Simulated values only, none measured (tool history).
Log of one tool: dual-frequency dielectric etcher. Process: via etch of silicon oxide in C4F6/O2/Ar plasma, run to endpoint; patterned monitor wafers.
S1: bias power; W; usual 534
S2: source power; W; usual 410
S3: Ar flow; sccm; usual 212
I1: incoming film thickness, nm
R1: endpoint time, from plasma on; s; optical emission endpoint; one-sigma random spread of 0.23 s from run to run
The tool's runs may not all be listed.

run	day	S1	S2	S3	I1	R1
1	0	534	410	212	167	34.7
2	0.358	534	410	212	166.6	34.5
3	0.904	534	410	212	168	34.7
4	1.229	534	410	212	166.2	34.3
5	3.004	534	410	212	166	34.4
6	3.45	534	350	175	168	37.1
7	3.879	534	410	212	166.6	34.5
8	4.496	534	410	212	167.9	35
# day 4.825: source power generator calibrated
9	4.975	534	410	212	168.6	35.1
10	5.683	534	410	212	166.7	34.5
# day 6.854: bias power generator calibrated
# day 7.292: upper electrode replaced
11	7.312	534	410	212	168.9	34.7
12	7.325	415	480	250	165.9	35.4
13	7.958	534	410	212	168.8	35.1
# day 8.596: Ar flow controller replaced
# day 9.592: wet clean of the chamber
14	9.612	666	370	244	167.6	34.4
15	9.625	424	470	190	167	34.8
16	9.642	472	350	230	169	40.3
17	9.808	485	490	176	166.9	31.7
18	10.212	534	410	243	168.6	35.3
19	10.717	534	410	239	168.4	35.5
20	11.45	634	480	169	167.6	29.1
21	11.888	534	410	212	166.5	34.4
22	12.346	534	410	212	166.7	34.3

Predict each of these 3 candidate next runs independently; none follows another, all start after run 22:
A	12.362	534	410	194	168.3	?
B	12.362	479	460	248	168.3	?
C	12.362	577	500	181	168.3	?

run	R1
A	34.4
B	34.7
C	29.9
Without the tool's unlogged condition, the same runs would have read:
run	R1
A	34.4
B	34.7
C	29.9
